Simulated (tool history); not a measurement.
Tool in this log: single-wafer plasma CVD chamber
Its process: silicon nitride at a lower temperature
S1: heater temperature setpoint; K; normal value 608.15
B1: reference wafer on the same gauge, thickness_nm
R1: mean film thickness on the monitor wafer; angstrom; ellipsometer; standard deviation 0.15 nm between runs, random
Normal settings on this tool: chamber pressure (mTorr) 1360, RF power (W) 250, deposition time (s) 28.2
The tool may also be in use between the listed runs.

run 1 hour=0 | S1=608.15 chamber_pressure_(mTorr)=1360 RF_power_(W)=250 deposition_time_(s)=28.2 | B1=34.799 | R1=301.04
run 2 hour=53.1 | S1=608.15 chamber_pressure_(mTorr)=1360 RF_power_(W)=250 deposition_time_(s)=28.2 | B1=34.793 | R1=299.29
run 3 hour=94 | S1=608.15 chamber_pressure_(mTorr)=1360 RF_power_(W)=250 deposition_time_(s)=28.2 | B1=34.767 | R1=299.69
run 4 hour=150.2 | S1=608.15 chamber_pressure_(mTorr)=1100 RF_power_(W)=250 deposition_time_(s)=28.2 | B1=34.815 | R1=276.19
run 5 hour=220.3 | S1=608.15 chamber_pressure_(mTorr)=1100 RF_power_(W)=250 deposition_time_(s)=28.2 | B1=34.834 | R1=276.56
run 6 hour=415.6 | S1=608.15 chamber_pressure_(mTorr)=1360 RF_power_(W)=250 deposition_time_(s)=28.2 | B1=34.804 | R1=298.42
run 7 hour=474.9 | S1=608.15 chamber_pressure_(mTorr)=1360 RF_power_(W)=250 deposition_time_(s)=28.2 | B1=34.761 | R1=297.84
run 8 hour=510.8 | S1=608.15 chamber_pressure_(mTorr)=1360 RF_power_(W)=250 deposition_time_(s)=28.2 | B1=34.808 | R1=299.34
run 9 hour=560.6 | S1=608.15 chamber_pressure_(mTorr)=1360 RF_power_(W)=250 deposition_time_(s)=28.2 | B1=34.801 | R1=297.15
run 10 hour=610 | S1=608.15 chamber_pressure_(mTorr)=1360 RF_power_(W)=250 deposition_time_(s)=28.2 | B1=34.767 | R1=298.46
run 11 hour=666 | S1=608.15 chamber_pressure_(mTorr)=1360 RF_power_(W)=250 deposition_time_(s)=28.2 | B1=34.799 | R1=297.92
run 12 hour=695.8 | S1=608.15 chamber_pressure_(mTorr)=1120 RF_power_(W)=250 deposition_time_(s)=28.2 | B1=34.835 | R1=276.62
run 13 hour=732.8 | S1=608.15 chamber_pressure_(mTorr)=1360 RF_power_(W)=250 deposition_time_(s)=28.2 | B1=34.831 | R1=299.26
run 14 hour=803.6 | S1=608.15 chamber_pressure_(mTorr)=1360 RF_power_(W)=250 deposition_time_(s)=30.5 | B1=34.826 | R1=318.69
run 15 hour=872.2 | S1=599.15 chamber_pressure_(mTorr)=1360 RF_power_(W)=250 deposition_time_(s)=28.2 | B1=34.775 | R1=298.87
-- hour=938.1 capacitance manometer re-zeroed and calibrated
run 16 hour=958.7 | S1=608.15 chamber_pressure_(mTorr)=1360 RF_power_(W)=250 deposition_time_(s)=33.1 | B1=34.826 | R1=369.62
-- hour=992.6 gauge calibrated
-- hour=1020.5 showerhead replaced
-- hour=1020.7 RF generator calibrated
run 17 hour=1027.2 | S1=608.15 chamber_pressure_(mTorr)=1360 RF_power_(W)=250 deposition_time_(s)=28.2 | B1=34.828 | R1=315.2
run 18 hour=1052.8 | S1=621.15 chamber_pressure_(mTorr)=1120 RF_power_(W)=230 deposition_time_(s)=23.1 | B1=34.817 | R1=220.09
-- hour=1103.8 thermocouple changed; heater temperature recalibrated
run 19 hour=1104.3 | S1=596.15 chamber_pressure_(mTorr)=1180 RF_power_(W)=265 deposition_time_(s)=32.2 | B1=34.813 | R1=363.4
run 20 hour=1159.5 | S1=608.15 chamber_pressure_(mTorr)=1360 RF_power_(W)=250 deposition_time_(s)=28.2 | B1=34.779 | R1=314.43
run 21 hour=1185.1 | S1=614.15 chamber_pressure_(mTorr)=1600 RF_power_(W)=265 deposition_time_(s)=33.3 | B1=34.803 | R1=414.92
-- hour=1231.8 capacitance manometer re-zeroed and calibrated, repeated, since the last time left the tool worse
run 22 hour=1243.6 | S1=608.15 chamber_pressure_(mTorr)=1360 RF_power_(W)=250 deposition_time_(s)=28.2 | B1=34.799 | R1=303.14
run 23 hour=1276.4 | S1=615.15 chamber_pressure_(mTorr)=1550 RF_power_(W)=275 deposition_time_(s)=28.2 | B1=34.812 | R1=348.03
run 24 hour=1319.9 | S1=608.15 chamber_pressure_(mTorr)=1360 RF_power_(W)=230 deposition_time_(s)=28.2 | B1=34.751 | R1=277.2
run 25 hour=1351.5 | S1=595.15 chamber_pressure_(mTorr)=1220 RF_power_(W)=250 deposition_time_(s)=32.9 | B1=34.822 | R1=340.09
run 26 hour=1381.2 | S1=615.15 chamber_pressure_(mTorr)=1360 RF_power_(W)=295 deposition_time_(s)=30.2 | B1=34.803 | R1=377.18
run 27 hour=1446.9 | S1=608.15 chamber_pressure_(mTorr)=1360 RF_power_(W)=250 deposition_time_(s)=25.7 | B1=34.801 | R1=275.14
run 28 hour=1515 | S1=615.15 chamber_pressure_(mTorr)=1690 RF_power_(W)=250 deposition_time_(s)=28.2 | B1=34.822 | R1=326.03

Selected run-to-run steps in R1, each split into two signed amounts: the part the tool would show with no hidden state at all (from settings, incoming material and random variation), and the remainder, which goes to the hidden state together with any gauge scatter not common to the measured and the hidden-state-free results:
The hidden state here: wafer temperature above the value expected at the setpoint (K); delivered RF power above the setpoint (%); true pressure above the setpoint (%); gauge reads high (%).
Run 15 -> 16: S1 599.15 -> 608.15, deposition time (s) 28.2 -> 33.1, capacitance manometer re-zeroed and calibrated. R1 +70.75 angstrom: hidden state +19.56, all else +51.19.
Run 18 -> 19: S1 621.15 -> 596.15, chamber pressure (mTorr) 1120 -> 1180, RF power (W) 230 -> 265, deposition time (s) 23.1 -> 32.2, thermocouple changed; heater temperature recalibrated. R1 +143.31 angstrom: hidden state +4.62, all else +138.69.
Run 21 -> 22: S1 614.15 -> 608.15, chamber pressure (mTorr) 1600 -> 1360, RF power (W) 265 -> 250, deposition time (s) 33.3 -> 28.2, capacitance manometer re-zeroed and calibrated, repeated, since the last time left the tool worse. R1 -111.78 angstrom: hidden state -13.94, all else -97.84.
